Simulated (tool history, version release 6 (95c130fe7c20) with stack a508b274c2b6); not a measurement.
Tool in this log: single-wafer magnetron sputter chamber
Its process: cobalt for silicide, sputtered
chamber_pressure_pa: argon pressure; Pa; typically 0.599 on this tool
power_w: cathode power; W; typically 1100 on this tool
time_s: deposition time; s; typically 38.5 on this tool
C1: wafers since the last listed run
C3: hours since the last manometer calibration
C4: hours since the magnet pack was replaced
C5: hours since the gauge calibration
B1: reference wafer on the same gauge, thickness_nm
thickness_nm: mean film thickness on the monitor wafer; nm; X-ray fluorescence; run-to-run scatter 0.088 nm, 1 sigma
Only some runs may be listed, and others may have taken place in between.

Run 1, hour 0.0: usual settings but time_s 41.8 s; C1 0; wafers on the sputter target 1552; C3 352.9; C4 4992.9; C5 916.5; B1 14.571. Result: thickness_nm 18.819 nm.
Run 2, hour 102.9: usual settings but time_s 41.8 s; C1 2063; wafers on the sputter target 3615; C3 455.8; C4 5095.8; C5 1019.4; B1 14.589. Result: thickness_nm 18.400 nm.
Run 3, hour 185.3: usual settings but time_s 41.8 s; C1 1652; wafers on the sputter target 5267; C3 538.2; C4 5178.2; C5 1101.8; B1 14.602. Result: thickness_nm 18.378 nm.
At hour 289.6: sputter target and shields replaced.
Run 4, hour 292.8: usual settings but time_s 36.1 s; C1 1995; wafers on the sputter target 65; C3 645.7; C4 5285.7; C5 1209.3; B1 14.624. Result: thickness_nm 17.228 nm.
Run 5, hour 377.2: usual settings but time_s 36.1 s; C1 1692; wafers on the sputter target 1757; C3 730.1; C4 5370.1; C5 1293.7; B1 14.583. Result: thickness_nm 16.600 nm.
Run 6, hour 467.9: usual settings but time_s 36.1 s; C1 1818; wafers on the sputter target 3575; C3 820.8; C4 5460.8; C5 1384.4; B1 14.590. Result: thickness_nm 16.398 nm.
Run 7, hour 545.8: usual settings; C1 1561; wafers on the sputter target 5137; C3 898.7; C4 5538.7; C5 1462.3; B1 14.595. Result: thickness_nm 17.181 nm.
At hour 592.6: sputter target and shields replaced.
Run 8, hour 593.1: usual settings; C1 788; wafers on the sputter target 9; C3 946.0; C4 5586.0; C5 1509.6; B1 14.629. Result: thickness_nm 18.353 nm.
Run 9, hour 668.5: usual settings; C1 1511; wafers on the sputter target 1521; C3 1021.4; C4 5661.4; C5 1585.0; B1 14.628. Result: thickness_nm 17.824 nm.
Run 10, hour 731.3: usual settings; C1 1259; wafers on the sputter target 2780; C3 1084.2; C4 5724.2; C5 1647.8; B1 14.589. Result: thickness_nm 17.462 nm.
Run 11, hour 781.1: usual settings; C1 998; wafers on the sputter target 3779; C3 1134.0; C4 5774.0; C5 1697.6; B1 14.601. Result: thickness_nm 17.305 nm.
Run 12, hour 849.7: usual settings; C1 1375; wafers on the sputter target 5154; C3 1202.6; C4 5842.6; C5 1766.2; B1 14.619. Result: thickness_nm 17.297 nm.
At hour 889.9: sputter target and shields replaced.
Run 13, hour 891.5: usual settings but power_w 1250 W, time_s 44.3 s; C1 677; wafers on the sputter target 33; C3 1244.4; C4 5884.4; C5 1808.0; B1 14.575. Result: thickness_nm 24.082 nm.
At hour 929.4: gauge calibrated.
Run 14, hour 985.5: usual settings but chamber_pressure_pa 0.661 Pa; C1 1884; wafers on the sputter target 1917; C3 1338.4; C4 5978.4; C5 56.1; B1 14.589. Result: thickness_nm 17.467 nm.
Run 15, hour 1058.5: usual settings; C1 1463; wafers on the sputter target 3381; C3 1411.4; C4 6051.4; C5 129.1; B1 14.567. Result: thickness_nm 17.478 nm.
Run 16, hour 1108.9: usual settings but chamber_pressure_pa 0.686 Pa, power_w 1200 W; C1 1010; wafers on the sputter target 4392; C3 1461.8; C4 6101.8; C5 179.5; B1 14.605. Result: thickness_nm 18.347 nm.
At hour 1140.7: capacitance manometer re-zeroed and calibrated.
Run 17, hour 1189.1: usual settings but power_w 1000 W, time_s 34.5 s; C1 1447; wafers on the sputter target 5839; C3 48.4; C4 6182.0; C5 259.7; B1 14.602. Result: thickness_nm 13.673 nm.
At hour 1242.5: sputter target and shields replaced.
Run 18, hour 1289.1: usual settings; C1 1844; wafers on the sputter target 934; C3 148.4; C4 6282.0; C5 359.7; B1 14.635. Result: thickness_nm 17.585 nm.
At hour 1297.4: magnet pack replaced.
Run 19, hour 1360.1: usual settings but time_s 44.5 s; C1 1263; wafers on the sputter target 2197; C3 219.4; C4 62.7; C5 430.7; B1 14.560. Result: thickness_nm 19.906 nm.
Run 20, hour 1453.0: usual settings but power_w 950 W, time_s 45.6 s; C1 1862; wafers on the sputter target 4060; C3 312.3; C4 155.6; C5 523.6; B1 14.576. Result: thickness_nm 17.356 nm.
Run 21, hour 1517.2: usual settings but power_w 1000 W, time_s 33.2 s; C1 1287; wafers on the sputter target 5347; C3 376.5; C4 219.8; C5 587.8; B1 14.622. Result: thickness_nm 13.349 nm.
At hour 1548.5: sputter target and shields replaced.
Run 22, hour 1563.0: usual settings but chamber_pressure_pa 0.509 Pa, power_w 900 W, time_s 32.4 s; C1 757; wafers on the sputter target 291; C3 422.3; C4 265.6; C5 633.6; B1 14.593. Result: thickness_nm 12.751 nm.
Run 23, hour 1653.5: usual settings but chamber_pressure_pa 0.468 Pa, power_w 1000 W, time_s 45.6 s; C1 1814; wafers on the sputter target 2105; C3 512.8; C4 356.1; C5 724.1; B1 14.613. Result: thickness_nm 19.552 nm.
Run 24, hour 1702.8: usual settings; C1 988; wafers on the sputter target 3094; C3 562.1; C4 405.4; C5 773.4; B1 14.615. Result: thickness_nm 17.384 nm.

Predict each of these 4 candidate next runs independently; none follows another, all start after run 24:
Run A, hour 1703.2: usual settings but chamber_pressure_pa 0.763 Pa; C1 8; wafers on the sputter target 3102; C3 562.5; C4 405.8; C5 773.8; B1 ?. Result: thickness_nm ?.
Run B, hour 1703.2: usual settings but power_w 1350 W; C1 8; wafers on the sputter target 3102; C3 562.5; C4 405.8; C5 773.8; B1 ?. Result: thickness_nm ?.
Run C, hour 1703.2: usual settings but chamber_pressure_pa 0.814 Pa; C1 8; wafers on the sputter target 3102; C3 562.5; C4 405.8; C5 773.8; B1 ?. Result: thickness_nm ?.
Run D, hour 1703.2: usual settings but chamber_pressure_pa 0.723 Pa, power_w 1200 W, time_s 45.3 s; C1 8; wafers on the sputter target 3102; C3 562.5; C4 405.8; C5 773.8; B1 ?. Result: thickness_nm ?.

run      B1  thickness_nm
  A  14.608        16.690
  B  14.608        21.290
  C  14.608        16.486
  D  14.608        21.618
Had the tool no hidden state, the same runs would have come out as:
run  thickness_nm
  A        17.212
  B        22.039
  C        16.981
  D        22.314
